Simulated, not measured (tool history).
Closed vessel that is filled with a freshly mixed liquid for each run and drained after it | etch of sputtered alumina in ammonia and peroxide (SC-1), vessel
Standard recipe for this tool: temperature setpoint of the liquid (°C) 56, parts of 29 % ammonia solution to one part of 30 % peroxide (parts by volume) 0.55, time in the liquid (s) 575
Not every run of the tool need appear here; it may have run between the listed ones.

run,hour,temperature setpoint of the liquid (°C),parts of 29 % ammonia solution to one part of 30 % peroxide (parts by volume),time in the liquid (s),"read-back film thickness of the sputtered alumina reference wafer, read on the same gauge (nm)",thickness taken off the sputtered alumina on a monitor wafer (Å)
1,0,56,0.55,575,29.84,407.7
2,12.1,56,0.55,575,29.87,408.3
3,44.8,56,0.55,575,29.83,406.8
4,78.4,58,0.55,575,29.77,448
5,105.1,56,0.55,575,29.75,402.6
6,121.8,56,0.55,575,29.75,404.3
# hour 142.8: thermometer replaced
7,155.2,56,0.55,575,29.68,402.1
8,177.6,56,0.55,575,29.67,403.3
9,200.4,56,0.55,575,29.63,404.7
10,232.4,56,0.55,575,29.63,403.3
11,257.8,48.5,0.7,575,29.56,274.3
# hour 273.3: ammonia flow meter replaced
# hour 289.8: new drum of ammonia solution connected
12,290.3,48,0.55,480,29.53,216.7
13,312.7,59,0.55,575,29.5,470.1
# hour 336.9: gauge calibrated
14,342.4,56,0.55,575,30.01,410.8
15,368.8,56,0.55,835,29.97,587.1
16,397.1,52.5,0.4,475,29.92,270.2
17,414.3,56,0.3,360,29.88,242.6
18,439.9,48.5,0.7,575,29.89,276.3

Forecast each of these 5 alternatives for the next run:
A,440.7,56,0.55,575,?,?
B,440.7,56,0.55,905,?,?
C,440.7,64.5,0.8,400,?,?
D,440.7,46,0.75,285,?,?
E,440.7,63,0.3,720,?,?

run,"read-back film thickness of the sputtered alumina reference wafer, read on the same gauge (nm)",thickness taken off the sputtered alumina on a monitor wafer (Å)
A,29.88,409
B,29.88,643.8
C,29.88,455.9
D,29.88,120.9
E,29.88,693.7
With the hidden condition removed and each run's random variation left untouched, the same runs would have given:
run,thickness taken off the sputtered alumina on a monitor wafer (Å)
A,410.7
B,646.4
C,457.7
D,121.4
E,696.6
